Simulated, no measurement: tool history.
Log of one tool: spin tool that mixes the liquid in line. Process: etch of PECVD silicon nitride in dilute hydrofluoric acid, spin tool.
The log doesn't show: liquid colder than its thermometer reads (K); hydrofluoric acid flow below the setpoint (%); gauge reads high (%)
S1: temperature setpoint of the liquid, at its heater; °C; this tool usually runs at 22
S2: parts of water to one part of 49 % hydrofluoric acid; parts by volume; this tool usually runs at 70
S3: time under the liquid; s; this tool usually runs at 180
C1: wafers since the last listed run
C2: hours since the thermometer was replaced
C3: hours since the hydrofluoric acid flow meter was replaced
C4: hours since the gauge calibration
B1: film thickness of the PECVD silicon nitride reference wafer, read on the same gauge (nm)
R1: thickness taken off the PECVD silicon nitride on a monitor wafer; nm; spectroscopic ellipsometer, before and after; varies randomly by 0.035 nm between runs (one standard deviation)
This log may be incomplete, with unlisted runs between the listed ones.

Run 1, hour 0: usual settings but S2 95 parts by volume, S3 210 s; C1 0; C2 2983.5; C3 465.8; C4 277.7; B1 60.002. Result: R1 2.96 nm.
Run 2, hour 13.8: usual settings; C1 108; C2 2997.3; C3 479.6; C4 291.5; B1 60.001. Result: R1 3.417 nm.
Run 3, hour 29.3: usual settings; C1 122; C2 3012.8; C3 495.1; C4 307; B1 59.986. Result: R1 3.416 nm.
Run 4, hour 46.2: usual settings but S2 45 parts by volume; C1 133; C2 3029.7; C3 512; C4 323.9; B1 60.019. Result: R1 5.182 nm.
Run 5, hour 61.7: usual settings but S2 45 parts by volume; C1 122; C2 3045.2; C3 527.5; C4 339.4; B1 60.002. Result: R1 5.2 nm.
At hour 72.1: hydrofluoric acid flow meter replaced.
Run 6, hour 78: usual settings but S2 45 parts by volume; C1 120; C2 3061.5; C3 5.9; C4 355.7; B1 60.001. Result: R1 5.476 nm.
Run 7, hour 86.2: usual settings; C1 64; C2 3069.7; C3 14.1; C4 363.9; B1 59.984. Result: R1 3.596 nm.
Run 8, hour 98.6: usual settings; C1 97; C2 3082.1; C3 26.5; C4 376.3; B1 59.995. Result: R1 3.584 nm.
Run 9, hour 114.3: usual settings; C1 123; C2 3097.8; C3 42.2; C4 392; B1 59.987. Result: R1 3.509 nm.
Run 10, hour 128.2: usual settings; C1 109; C2 3111.7; C3 56.1; C4 405.9; B1 59.971. Result: R1 3.615 nm.
Run 11, hour 134.7: usual settings; C1 51; C2 3118.2; C3 62.6; C4 412.4; B1 59.985. Result: R1 3.475 nm.
Run 12, hour 149.9: usual settings; C1 119; C2 3133.4; C3 77.8; C4 427.6; B1 60. Result: R1 3.551 nm.
Run 13, hour 156: usual settings but S1 18.5 °C, S3 255 s; C1 48; C2 3139.5; C3 83.9; C4 433.7; B1 60.044. Result: R1 3.939 nm.
At hour 163.1: gauge calibrated.
Run 14, hour 170.3: usual settings but S1 25 °C, S2 100 parts by volume; C1 112; C2 3153.8; C3 98.2; C4 7.2; B1 60.002. Result: R1 2.978 nm.
Run 15, hour 187.2: usual settings but S1 24 °C; C1 133; C2 3170.7; C3 115.1; C4 24.1; B1 60.03. Result: R1 4.02 nm.
Run 16, hour 199.3: usual settings; C1 95; C2 3182.8; C3 127.2; C4 36.2; B1 60.026. Result: R1 3.536 nm.
Run 17, hour 210.5: usual settings but S1 20 °C, S2 50 parts by volume, S3 90 s; C1 88; C2 3194; C3 138.4; C4 47.4; B1 60. Result: R1 2.14 nm.
Run 18, hour 220.4: usual settings but S1 27 °C, S2 105 parts by volume; C1 78; C2 3203.9; C3 148.3; C4 57.3; B1 60.022. Result: R1 3.289 nm.
Run 19, hour 231.2: usual settings but S1 20 °C, S3 245 s; C1 85; C2 3214.7; C3 159.1; C4 68.1; B1 59.979. Result: R1 4.164 nm.
Run 20, hour 242.7: usual settings; C1 90; C2 3226.2; C3 170.6; C4 79.6; B1 59.981. Result: R1 3.465 nm.
Run 21, hour 248.8: usual settings but S1 27 °C, S2 35 parts by volume; C1 48; C2 3232.3; C3 176.7; C4 85.7; B1 59.983. Result: R1 9.407 nm.
At hour 258.2: thermometer replaced.
Run 22, hour 258.7: usual settings but S1 24.5 °C; C1 70; C2 0.5; C3 186.6; C4 95.6; B1 59.994. Result: R1 4.164 nm.
Run 23, hour 267.8: usual settings but S1 17.5 °C; C1 71; C2 9.6; C3 195.7; C4 104.7; B1 60.007. Result: R1 2.554 nm.
Run 24, hour 284.2: usual settings but S1 26.5 °C, S2 50 parts by volume, S3 120 s; C1 129; C2 26; C3 212.1; C4 121.1; B1 60.002. Result: R1 4.455 nm.
Run 25, hour 295.9: usual settings; C1 92; C2 37.7; C3 223.8; C4 132.8; B1 60.019. Result: R1 3.467 nm.
Run 26, hour 319.5: usual settings but S1 19 °C, S2 35 parts by volume, S3 265 s; C1 186; C2 61.3; C3 247.4; C4 156.4; B1 60.038. Result: R1 8.237 nm.
Run 27, hour 327.8: usual settings but S1 18 °C, S2 35 parts by volume; C1 65; C2 69.6; C3 255.7; C4 164.7; B1 59.991. Result: R1 5.158 nm.
Run 28, hour 343.8: usual settings but S1 17.5 °C, S2 50 parts by volume, S3 85 s; C1 126; C2 85.6; C3 271.7; C4 180.7; B1 59.991. Result: R1 1.689 nm.
Run 29, hour 360.8: usual settings; C1 134; C2 102.6; C3 288.7; C4 197.7; B1 59.973. Result: R1 3.489 nm.
Run 30, hour 371.2: usual settings but S1 25.5 °C; C1 82; C2 113; C3 299.1; C4 208.1; B1 59.976. Result: R1 4.437 nm.
Run 31, hour 383.1: usual settings but S1 27 °C, S2 55 parts by volume, S3 280 s; C1 93; C2 124.9; C3 311; C4 220; B1 59.986. Result: R1 9.32 nm.
Run 32, hour 395.1: usual settings; C1 94; C2 136.9; C3 323; C4 232; B1 60.009. Result: R1 3.47 nm.
Run 33, hour 408.6: usual settings but S1 19.5 °C, S2 85 parts by volume, S3 250 s; C1 106; C2 150.4; C3 336.5; C4 245.5; B1 60.003. Result: R1 3.298 nm.
Run 34, hour 415.7: usual settings; C1 55; C2 157.5; C3 343.6; C4 252.6; B1 59.993. Result: R1 3.465 nm.

Predict each of these 3 candidate next runs independently; none follows another, all start after run 34:
Run A, hour 416.2: usual settings; C1 3; C2 158; C3 344.1; C4 253.1; B1 ?. Result: R1 ?.
Run B, hour 416.2: usual settings but S3 125 s; C1 3; C2 158; C3 344.1; C4 253.1; B1 ?. Result: R1 ?.
Run C, hour 416.2: usual settings but S2 90 parts by volume, S3 135 s; C1 3; C2 158; C3 344.1; C4 253.1; B1 ?. Result: R1 ?.

run      B1     R1
  A  59.983  3.467
  B  59.983  2.408
  C  59.983  2.033
Take away the tool's hidden state, keep each run's random variation, and the runs would have read:
run     R1
  A  3.594
  B  2.496
  C  2.107
